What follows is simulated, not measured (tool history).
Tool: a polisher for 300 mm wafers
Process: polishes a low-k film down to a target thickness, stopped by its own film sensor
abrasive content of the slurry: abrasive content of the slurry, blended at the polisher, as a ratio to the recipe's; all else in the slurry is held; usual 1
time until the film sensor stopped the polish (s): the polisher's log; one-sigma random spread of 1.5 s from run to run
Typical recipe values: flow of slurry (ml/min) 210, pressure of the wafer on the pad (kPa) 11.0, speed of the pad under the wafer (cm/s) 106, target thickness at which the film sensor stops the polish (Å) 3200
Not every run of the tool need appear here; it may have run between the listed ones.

| run | hour | flow of slurry (ml/min) | pressure of the wafer on the pad (kPa) | speed of the pad under the wafer (cm/s) | abrasive content of the slurry | target thickness at which the film sensor stops the polish (Å) | wafers since the last listed run | wafers polished on this pad | hours since the slurry nozzle was cleaned | hours since the head pressure was calibrated | hours since the slurry blender was calibrated | hours since the conditioning disc was replaced | incoming thickness of the incoming film, nm | time until the film sensor stopped the polish (s) |
|---|---|---|---|---|---|---|---|---|---|---|---|---|---|---|
| 1 | 0.0 | 210 | 11.0 | 106 | 1 | 3200 | 0 | 608 | 682.7 | 593.8 | 192.9 | 527.6 | 344.3 | 97.6 |
| 2 | 6.6 | 210 | 11.0 | 106 | 1 | 3200 | 49 | 658 | 689.3 | 600.4 | 199.5 | 534.2 | 354.5 | 138.6 |
|  | 20.9 | worn pad replaced by a new one |
| 3 | 21.4 | 210 | 11.0 | 106 | 1 | 3200 | 81 | 3 | 704.1 | 615.2 | 214.3 | 549.0 | 349.6 | 120.6 |
| 4 | 29.6 | 210 | 11.0 | 82 | 1 | 3200 | 62 | 65 | 712.3 | 623.4 | 222.5 | 557.2 | 348.3 | 136.9 |
| 5 | 41.7 | 210 | 11.0 | 132 | 1 | 3200 | 91 | 157 | 724.4 | 635.5 | 234.6 | 569.3 | 348.6 | 103.8 |
| 6 | 54.0 | 210 | 11.0 | 106 | 1 | 3200 | 93 | 250 | 736.7 | 647.8 | 246.9 | 581.6 | 352.2 | 138.9 |
|  | 69.1 | slurry nozzle cleaned |
|  | 72.6 | head pressure recalibrated |
| 7 | 73.1 | 210 | 11.0 | 106 | 1 | 3200 | 121 | 371 | 4.0 | 0.5 | 266.0 | 600.7 | 351.2 | 132.4 |
| 8 | 78.2 | 250 | 11.0 | 106 | 1 | 3230 | 38 | 410 | 9.1 | 5.6 | 271.1 | 605.8 | 348.0 | 103.0 |
| 9 | 85.9 | 210 | 11.0 | 106 | 1 | 3270 | 58 | 468 | 16.8 | 13.3 | 278.8 | 613.5 | 348.1 | 90.9 |
| 10 | 96.2 | 210 | 11.0 | 106 | 1 | 3200 | 77 | 546 | 27.1 | 23.6 | 289.1 | 623.8 | 346.7 | 113.4 |
|  | 98.3 | conditioning disc replaced and pad reconditioned |
| 11 | 104.3 | 210 | 11.0 | 140 | 1 | 3140 | 46 | 592 | 35.2 | 31.7 | 297.2 | 6.0 | 355.4 | 119.9 |
| 12 | 114.6 | 210 | 11.0 | 106 | 1 | 3200 | 77 | 670 | 45.5 | 42.0 | 307.5 | 16.3 | 349.4 | 107.8 |
| 13 | 132.2 | 270 | 13.8 | 106 | 1 | 3200 | 133 | 803 | 63.1 | 59.6 | 325.1 | 33.9 | 352.2 | 99.4 |
|  | 137.7 | slurry blender recalibrated |
|  | 139.9 | worn pad replaced by a new one |
| 14 | 140.7 | 230 | 11.0 | 80 | 1 | 3200 | 32 | 5 | 71.6 | 68.1 | 3.0 | 42.4 | 353.1 | 134.7 |

Predict the results of run 15:
| 15 | 147.5 | 210 | 11.0 | 106 | 1 | 3200 | 51 | 57 | 78.4 | 74.9 | 9.8 | 49.2 | 348.8 | ? |

{"run 15": {"time until the film sensor stopped the polish (s)": 99.6}}
On a tool with no hidden condition, and with the same random variation, this run would have come out at time until the film sensor stopped the polish (s) 93.3.
